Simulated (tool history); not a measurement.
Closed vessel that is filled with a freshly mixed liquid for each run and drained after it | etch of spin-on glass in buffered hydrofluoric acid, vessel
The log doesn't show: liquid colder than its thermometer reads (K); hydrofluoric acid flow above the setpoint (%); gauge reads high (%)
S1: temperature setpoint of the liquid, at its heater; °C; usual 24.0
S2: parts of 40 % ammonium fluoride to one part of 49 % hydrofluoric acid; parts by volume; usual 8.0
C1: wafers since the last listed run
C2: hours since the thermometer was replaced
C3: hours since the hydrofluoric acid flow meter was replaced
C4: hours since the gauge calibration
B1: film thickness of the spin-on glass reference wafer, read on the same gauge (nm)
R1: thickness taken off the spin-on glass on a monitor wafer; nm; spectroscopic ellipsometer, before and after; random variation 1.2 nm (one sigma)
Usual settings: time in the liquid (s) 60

Run 1, hour 0.0: usual settings; C1 0; C2 67.9; C3 851.9; C4 113.5; B1 100.02. Result: R1 369.91 nm.
At hour 58.0: hydrofluoric acid flow meter replaced.
Run 2, hour 237.3: usual settings; C1 19000; C2 305.2; C3 179.3; C4 350.8; B1 100.01. Result: R1 357.31 nm.
Run 3, hour 295.7: usual settings; C1 4695; C2 363.6; C3 237.7; C4 409.2; B1 100.01. Result: R1 359.04 nm.
Run 4, hour 376.2: usual settings but S1 27.5 °C; C1 6472; C2 444.1; C3 318.2; C4 489.7; B1 100.00. Result: R1 436.15 nm.
Run 5, hour 469.4: usual settings; C1 7494; C2 537.3; C3 411.4; C4 582.9; B1 99.99. Result: R1 359.25 nm.
Run 6, hour 546.0: usual settings; C1 6159; C2 613.9; C3 488.0; C4 659.5; B1 99.99. Result: R1 357.54 nm.
Run 7, hour 644.3: usual settings; C1 7904; C2 712.2; C3 586.3; C4 757.8; B1 100.01. Result: R1 357.35 nm.
Run 8, hour 718.1: usual settings; C1 5934; C2 786.0; C3 660.1; C4 831.6; B1 99.99. Result: R1 356.15 nm.
Run 9, hour 797.2: usual settings but S2 10.0 parts by volume; C1 6360; C2 865.1; C3 739.2; C4 910.7; B1 99.99. Result: R1 292.07 nm.
Run 10, hour 890.0: usual settings but S1 25.5 °C, S2 9.5 parts by volume, time in the liquid (s) 85; C1 7461; C2 957.9; C3 832.0; C4 1003.5; B1 99.98. Result: R1 460.66 nm.
At hour 930.7: gauge calibrated.
At hour 976.5: hydrofluoric acid flow meter replaced.
Run 11, hour 998.0: usual settings but time in the liquid (s) 40; C1 8603; C2 1065.9; C3 21.5; C4 67.3; B1 99.98. Result: R1 230.48 nm.
At hour 999.0: thermometer replaced.
Run 12, hour 1076.3: usual settings but time in the liquid (s) 45; C1 6215; C2 77.3; C3 99.8; C4 145.6; B1 99.99. Result: R1 269.04 nm.
Run 13, hour 1329.4: usual settings but S1 20.0 °C; C1 20351; C2 330.4; C3 352.9; C4 398.7; B1 100.00. Result: R1 286.64 nm.
Run 14, hour 1393.8: usual settings; C1 5178; C2 394.8; C3 417.3; C4 463.1; B1 100.00. Result: R1 359.15 nm.
Run 15, hour 1448.2: usual settings but S1 22.0 °C, S2 5.0 parts by volume, time in the liquid (s) 40; C1 4374; C2 449.2; C3 471.7; C4 517.5; B1 100.01. Result: R1 327.14 nm.

3 ways to go on from here, each from the tool as it stands after run 15. What would each give?
Run A, hour 1448.9: usual settings; C1 56; C2 449.9; C3 472.4; C4 518.2; B1 ?. Result: R1 ?.
Run B, hour 1448.9: usual settings but time in the liquid (s) 35; C1 56; C2 449.9; C3 472.4; C4 518.2; B1 ?. Result: R1 ?.
Run C, hour 1448.9: usual settings but time in the liquid (s) 85; C1 56; C2 449.9; C3 472.4; C4 518.2; B1 ?. Result: R1 ?.

run      B1      R1
  A  100.00  358.16
  B  100.00  208.93
  C  100.00  507.39
Without the tool's hidden state the same runs would have given:
run      R1
  A  360.41
  B  210.24
  C  510.57
